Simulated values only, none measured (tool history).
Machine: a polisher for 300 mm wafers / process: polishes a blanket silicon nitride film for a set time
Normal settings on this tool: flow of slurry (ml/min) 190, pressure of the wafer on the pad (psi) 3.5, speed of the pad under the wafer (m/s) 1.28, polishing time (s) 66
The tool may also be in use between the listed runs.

run,hour,flow of slurry (ml/min),pressure of the wafer on the pad (psi),speed of the pad under the wafer (m/s),polishing time (s),wafers since the last listed run,wafers polished on this pad,hours since the slurry nozzle was cleaned,hours since the head pressure was calibrated,"incoming thickness of the incoming film, nm",film removed (Å)
1,0,190,3.5,1.52,66,0,287,309.7,909.2,790.5,1682
# hour 8.5: slurry nozzle cleaned
2,30.3,190,3.5,1.52,66,261,549,21.8,939.5,773.1,1655
3,45.4,190,3.5,1.52,66,134,684,36.9,954.6,782.8,1654
4,80,215,3.5,1.28,66,308,992,71.5,989.2,785.4,1461
5,100.7,215,3.5,1.28,66,184,1177,92.2,1009.9,797.7,1483
# hour 104.7: worn pad replaced by a new one
6,134.6,190,2.9,1.28,66,266,266,126.1,1043.8,777,1247
7,147.4,190,2.9,1.28,66,114,380,138.9,1056.6,797.7,1220
8,178.4,190,2.9,1.48,66,276,657,169.9,1087.6,798.1,1372
# hour 259.8: worn pad replaced by a new one
9,282,190,3.5,1.28,66,888,198,273.5,1191.2,792.9,1450
# hour 299.6: slurry nozzle cleaned
10,315.3,190,3.5,1.28,66,288,486,15.7,1224.5,791.2,1414
# hour 325.1: head pressure recalibrated
11,348.3,190,4.3,1.08,66,276,762,48.7,23.2,791.8,1740
12,383.6,140,3.5,1.16,66,314,1077,84,58.5,798.6,1399
# hour 403.6: worn pad replaced by a new one
13,454.2,190,3.5,1.28,66,594,451,154.6,129.1,797.4,1562
14,466.4,225,3.5,1.52,66,108,560,166.8,141.3,776.6,1896
15,496.9,190,3.5,1,88,272,832,197.3,171.8,779.7,1687
# hour 522.3: worn pad replaced by a new one
16,573.5,240,4.3,1.28,46,647,456,273.9,248.4,782.4,1353
17,588.5,190,3.5,1.56,66,133,590,288.9,263.4,788.3,1806
18,618.2,190,3.5,1.28,66,264,855,318.6,293.1,789.4,1567
# hour 639.1: worn pad replaced by a new one
19,652.2,190,3.5,1.28,66,267,117,352.6,327.1,799.5,1582
# hour 674.9: slurry nozzle cleaned
20,675.2,130,4.7,1.28,66,196,313,0.3,350.1,797.2,1942

Each row is a separate what-if for the run after 20, all from the same tool condition, not one after another. Results?
A,675.6,190,3.5,1.28,73,3,316,0.7,350.5,778,?
B,675.6,245,4.7,1.28,50,3,316,0.7,350.5,778,?
C,675.6,155,2.5,1.42,53,3,316,0.7,350.5,778,?
D,675.6,190,2.6,1.4,66,3,316,0.7,350.5,778,?
E,675.6,140,2.8,1.12,66,3,316,0.7,350.5,778,?

run,film removed (Å)
A,1741
B,1599
C,995
D,1299
E,1124
With the hidden condition removed and each run's random variation left untouched, the same runs would have given:
run,film removed (Å)
A,1768
B,1625
C,1011
D,1320
E,1142
